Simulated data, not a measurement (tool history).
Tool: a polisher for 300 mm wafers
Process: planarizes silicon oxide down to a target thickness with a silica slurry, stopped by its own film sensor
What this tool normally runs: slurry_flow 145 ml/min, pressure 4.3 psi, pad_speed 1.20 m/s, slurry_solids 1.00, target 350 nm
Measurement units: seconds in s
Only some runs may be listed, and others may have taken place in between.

run,hour,slurry_flow,pressure,pad_speed,slurry_solids,target,wafers since the last listed run,wafers polished on this pad,hours since the slurry nozzle was cleaned,hours since the head pressure was calibrated,hours since the slurry blender was calibrated,hours since the conditioning disc was replaced,"incoming thickness of the incoming film, nm",seconds
1,0.0,145,4.3,1.52,1.00,350,0,817,169.5,664.3,160.3,252.0,738.9,94.3
# hour 16.6: worn pad replaced by a new one
2,23.0,145,4.3,1.52,1.00,350,91,30,192.5,687.3,183.3,275.0,739.7,93.1
3,42.2,145,4.3,1.52,1.00,350,92,123,211.7,706.5,202.5,294.2,732.7,91.8
4,65.2,145,4.3,1.20,1.00,350,111,234,234.7,729.5,225.5,317.2,738.1,109.6
# hour 77.5: slurry blender recalibrated
5,125.4,145,4.3,1.20,1.00,350,281,515,294.9,789.7,47.9,377.4,753.3,117.5
6,141.2,145,4.3,1.20,1.00,350,76,592,310.7,805.5,63.7,393.2,747.7,114.4
7,177.1,145,5.5,1.54,1.00,350,173,765,346.6,841.4,99.6,429.1,745.4,78.4
8,199.4,145,4.3,1.20,1.00,403,107,873,368.9,863.7,121.9,451.4,750.6,99.7
9,211.6,100,4.8,0.82,0.85,350,58,932,381.1,875.9,134.1,463.6,740.0,158.9
# hour 217.3: worn pad replaced by a new one
10,233.2,145,4.3,1.42,1.00,256,85,76,402.7,897.5,155.7,485.2,735.1,120.0
# hour 246.3: slurry nozzle cleaned
11,256.1,145,4.3,1.20,1.00,350,105,182,9.8,920.4,178.6,508.1,727.3,108.4
12,285.6,120,4.3,1.50,1.00,350,142,325,39.3,949.9,208.1,537.6,744.7,98.9
13,305.9,145,4.3,1.20,1.00,350,98,423,59.6,970.2,228.4,557.9,748.4,112.1
# hour 312.5: slurry blender recalibrated
# hour 314.0: conditioning disc replaced and pad reconditioned
14,335.4,145,4.3,1.20,1.00,350,125,548,89.1,999.7,22.9,21.4,741.3,111.6
15,354.9,145,4.3,1.08,1.00,350,94,642,108.6,1019.2,42.4,40.9,731.2,119.4
16,375.4,145,4.3,1.20,1.00,350,99,741,129.1,1039.7,62.9,61.4,738.6,111.0
17,396.4,175,5.4,1.58,1.00,350,101,843,150.1,1060.7,83.9,82.4,751.6,75.2
# hour 419.4: worn pad replaced by a new one
# hour 428.2: head pressure recalibrated
18,428.7,145,4.3,1.20,0.90,350,127,35,182.4,0.5,116.2,114.7,748.5,118.0
19,442.9,145,4.3,1.20,1.00,350,68,103,196.6,14.7,130.4,128.9,735.4,110.4
20,476.0,145,4.3,1.60,1.00,350,159,263,229.7,47.8,163.5,162.0,744.3,91.5
21,511.7,145,4.3,1.20,1.00,394,172,435,265.4,83.5,199.2,197.7,728.8,97.1
# hour 541.6: slurry blender recalibrated
22,542.1,145,4.3,1.20,1.00,350,137,573,295.8,113.9,0.5,228.1,738.7,108.6
23,575.4,145,4.3,1.20,1.00,350,160,733,329.1,147.2,33.8,261.4,736.2,111.4
24,593.0,145,4.3,1.20,1.00,255,85,819,346.7,164.8,51.4,279.0,732.7,138.3
# hour 598.7: slurry nozzle cleaned
# hour 620.7: worn pad replaced by a new one
25,624.1,145,3.0,1.20,1.00,350,126,16,25.4,195.9,82.5,310.1,737.9,141.7
26,649.3,95,4.3,1.20,1.00,350,121,138,50.6,221.1,107.7,335.3,740.9,120.1

What differs in the tool's unlogged condition from the final listed run ahead of each entry between runs to the first listed run following it?
Logged between run 1 and run 2: worn pad replaced by a new one (hour 16.6)
  the hidden state is the same at both runs
Logged between run 4 and run 5: slurry blender recalibrated (hour 77.5)
  the hidden state is the same at both runs
Logged between run 9 and run 10: worn pad replaced by a new one (hour 217.3)
  the hidden state is the same at both runs
Logged between run 10 and run 11: slurry nozzle cleaned (hour 246.3)
  the hidden state is the same at both runs
Logged between run 13 and run 14: slurry blender recalibrated (hour 312.5); conditioning disc replaced and pad reconditioned (hour 314.0)
  the hidden state is the same at both runs
Logged between run 17 and run 18: worn pad replaced by a new one (hour 419.4); head pressure recalibrated (hour 428.2)
  the hidden state is the same at both runs
Logged between run 21 and run 22: slurry blender recalibrated (hour 541.6)
  the hidden state is the same at both runs
Logged between run 24 and run 25: slurry nozzle cleaned (hour 598.7); worn pad replaced by a new one (hour 620.7)
  the hidden state is the same at both runs

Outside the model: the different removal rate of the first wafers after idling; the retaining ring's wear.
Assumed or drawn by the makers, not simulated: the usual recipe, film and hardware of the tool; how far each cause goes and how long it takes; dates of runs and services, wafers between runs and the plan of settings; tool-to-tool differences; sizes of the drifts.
